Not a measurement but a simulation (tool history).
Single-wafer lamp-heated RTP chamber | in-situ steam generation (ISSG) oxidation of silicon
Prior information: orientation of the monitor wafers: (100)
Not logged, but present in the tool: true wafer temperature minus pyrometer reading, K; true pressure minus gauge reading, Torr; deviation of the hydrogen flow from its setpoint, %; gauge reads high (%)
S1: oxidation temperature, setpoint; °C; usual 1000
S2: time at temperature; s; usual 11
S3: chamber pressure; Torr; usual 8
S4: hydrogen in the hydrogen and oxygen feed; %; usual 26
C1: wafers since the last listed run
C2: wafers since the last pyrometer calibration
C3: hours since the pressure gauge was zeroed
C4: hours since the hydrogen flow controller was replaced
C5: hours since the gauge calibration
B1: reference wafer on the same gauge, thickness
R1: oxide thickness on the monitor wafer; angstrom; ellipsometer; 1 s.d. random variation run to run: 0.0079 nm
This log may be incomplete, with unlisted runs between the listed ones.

run,hour,S1,S2,S3,S4,C1,C2,C3,C4,C5,B1,R1
1,0,1000,11,8,26,0,1354,2013.7,4788.1,912.5,4.543,39.73
2,55.5,1000,11,8,26,526,1881,2069.2,4843.6,968,4.54,40.01
# hour 90.2: gauge calibrated
# hour 127.7: pyrometer window cleaned and pyrometer calibrated
3,159.4,1000,11,8,26,910,300,2173.1,4947.5,69.2,4.538,39.49
4,250.3,1000,11,8,26,862,1163,2264,5038.4,160.1,4.536,39.82
5,330.8,1000,11,8,26,764,1927,2344.5,5118.9,240.6,4.541,40.02
# hour 371.8: pyrometer window cleaned and pyrometer calibrated
6,387.6,1000,11,8,23,463,150,2401.3,5175.7,297.4,4.54,38.44
7,524.3,1000,11,8,23,1297,1447,2538,5312.4,434.1,4.538,38.56
8,596.7,1000,11,8,23,687,2135,2610.4,5384.8,506.5,4.539,38.64
9,663,1009,13,8,26,629,2764,2676.7,5451.1,572.8,4.537,44.39
# hour 685.7: pyrometer window cleaned and pyrometer calibrated
10,735.9,1009,13,8,26,616,476,2749.6,5524,645.7,4.538,43.97
# hour 781.9: pressure gauge zeroed
11,813.9,1011,15,6.9,23,664,1140,32,5602,723.7,4.539,45.62
12,864.8,1000,9,8,26,483,1624,82.9,5652.9,774.6,4.543,36.8
13,918.3,981,11,8,23,507,2131,136.4,5706.4,828.1,4.543,36.45
# hour 949.8: hydrogen flow controller replaced
# hour 965.5: pyrometer window cleaned and pyrometer calibrated
14,966,1000,11,8,26,300,5,184.1,16.2,875.8,4.54,39.55
15,1015.5,1000,11,8,26,469,474,233.6,65.7,925.3,4.54,39.58
# hour 1083.4: gauge calibrated
16,1092.5,1013,7,9.4,26,730,1205,310.6,142.7,9.1,4.541,33.68
17,1190.5,1000,15,9.2,17,930,2136,408.6,240.7,107.1,4.537,40.86
18,1243.7,1000,11,8,26,505,2641,461.8,293.9,160.3,4.54,40.02
# hour 1274: pyrometer window cleaned and pyrometer calibrated
19,1287.1,1000,11,8,26,336,124,505.2,337.3,203.7,4.539,39.46
20,1338.7,1018,8,8,26,489,613,556.8,388.9,255.3,4.542,36.85
21,1422.5,1000,8,8,17,795,1409,640.6,472.7,339.1,4.539,31.15

For each run, the measured value with the value that run would have given without the tool's hidden condition subtracted. The run-to-run variation is shared by both, the gauge scatter possibly not:
run,R1
1,+0.27
2,+0.36
3,+0.06
4,+0.2
5,+0.33
6,+0.08
7,+0.28
8,+0.38
9,+0.63
10,+0.14
11,+0.32
12,+0.27
13,+0.32
14,+0.04
15,+0.12
16,+0.19
17,+0.45
18,+0.47
19,+0.04
20,+0.11
21,+0.17
